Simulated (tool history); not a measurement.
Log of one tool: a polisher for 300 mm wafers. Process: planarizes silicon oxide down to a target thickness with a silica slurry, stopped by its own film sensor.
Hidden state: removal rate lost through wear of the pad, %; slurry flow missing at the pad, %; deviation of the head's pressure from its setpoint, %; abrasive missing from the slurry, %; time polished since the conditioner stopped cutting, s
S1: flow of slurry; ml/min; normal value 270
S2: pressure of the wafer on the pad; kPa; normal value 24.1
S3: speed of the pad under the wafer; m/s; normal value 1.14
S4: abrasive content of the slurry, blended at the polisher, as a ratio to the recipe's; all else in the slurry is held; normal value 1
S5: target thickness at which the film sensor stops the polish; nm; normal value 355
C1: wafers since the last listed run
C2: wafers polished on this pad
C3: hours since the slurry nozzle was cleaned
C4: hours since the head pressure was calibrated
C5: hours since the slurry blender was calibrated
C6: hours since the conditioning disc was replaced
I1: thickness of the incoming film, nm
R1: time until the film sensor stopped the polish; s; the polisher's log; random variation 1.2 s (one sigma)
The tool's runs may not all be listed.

run	hour	S1	S2	S3	S4	S5	C1	C2	C3	C4	C5	C6	I1	R1
1	0	225	24.1	1.14	1	355	0	1057	380.9	466.2	58.2	304.1	654.2	100.6
2	13.2	270	24.1	1.14	1	302	148	1206	394.1	479.4	71.4	317.3	645	111
# hour 22: worn pad replaced by a new one
3	30.4	270	24.1	1.14	1	302	148	94	411.3	496.6	88.6	334.5	655.7	117.9
4	40.2	270	24.1	1.14	1	302	110	205	421.1	506.4	98.4	344.3	642.4	112.4
5	53.9	270	24.1	1.54	0.8	385	154	360	434.8	520.1	112.1	358	651.8	74.7
6	70	270	24.1	1.14	1	355	181	541	450.9	536.2	128.2	374.1	657.3	98.9
7	84	270	24.1	1.14	0.85	273	157	699	464.9	550.2	142.2	388.1	657.6	132.5
8	94.9	270	24.1	0.94	1	355	123	822	475.8	561.1	153.1	399	654	116.1
9	110.2	270	24.1	1.14	0.85	273	172	995	491.1	576.4	168.4	414.3	644.5	130.2
10	121.2	270	24.1	1.14	0.7	419	124	1119	502.1	587.4	179.4	425.3	661.7	90.3
# hour 137.5: head pressure recalibrated
11	138.2	270	24.1	1.14	1	355	169	1288	519.1	0.7	196.4	442.3	646.4	96.2
12	144.5	270	24.1	1.14	1	355	71	1359	525.4	7	202.7	448.6	642.4	95
# hour 150.2: worn pad replaced by a new one
# hour 150.4: slurry nozzle cleaned
13	161.8	270	24.1	1.14	1.15	277	147	128	11.4	24.3	220	465.9	643.7	105.2
# hour 169: conditioning disc replaced and pad reconditioned
14	177.8	270	24.1	1.28	1	413	157	286	27.4	40.3	236	8.8	636.8	62.4
15	191.5	270	31.7	1.14	1	355	154	440	41.1	54	249.7	22.5	653.2	69.2
16	204.5	270	16.5	0.82	1	355	146	587	54.1	67	262.7	35.5	651	170.9
17	220.3	220	24.1	1.14	1	355	178	765	69.9	82.8	278.5	51.3	656.4	96.5
18	226.9	270	24.1	1.14	1	421	74	840	76.5	89.4	285.1	57.9	657.3	73.6
19	243.2	270	24.1	1.14	1	355	183	1024	92.8	105.7	301.4	74.2	644.9	90.9
# hour 266.2: worn pad replaced by a new one
20	278	240	17.2	1.38	1.15	355	347	133	127.6	140.5	336.2	109	651.5	110.9
21	291.2	220	24.1	1.14	1	355	148	282	140.8	153.7	349.4	122.2	662.4	97.7
22	298.3	175	31	1.14	1	355	80	362	147.9	160.8	356.5	129.3	658.3	81.9
23	305	270	24.1	1.14	1	355	75	437	154.6	167.5	363.2	136	660.3	96.1
24	321.6	270	24.1	1.14	0.85	323	187	625	171.2	184.1	379.8	152.6	653.5	108.5
# hour 334.4: slurry blender recalibrated
25	338.8	270	24.1	0.8	1.25	399	171	796	188.4	201.3	4.4	169.8	655	99.1
26	351.8	270	20	0.76	1	355	146	943	201.4	214.3	17.4	182.8	654.5	162.8
27	366.3	270	16.5	0.98	1	266	163	1107	215.9	228.8	31.9	197.3	648.9	201.8

For each run, what was the tool's unlogged condition?
removal rate lost through wear of the pad, %: 0, the same for each run
deviation of the head's pressure from its setpoint, %: 0, the same for each run
abrasive missing from the slurry, %: 0, the same for each run
time polished since the conditioner stopped cutting, s: 0, the same for each run
H1: slurry flow missing at the pad, %
run	H1
1	42.3
2	42.7
3	43.1
4	43.4
5	43.7
6	44
7	44.3
8	44.5
9	44.7
10	44.9
11	45.1
12	45.2
13	7.52
14	10.8
15	13.4
16	15.7
17	18.2
18	19.3
19	21.6
20	26
21	27.4
22	28.2
23	28.8
24	30.4
25	31.9
26	32.9
27	34
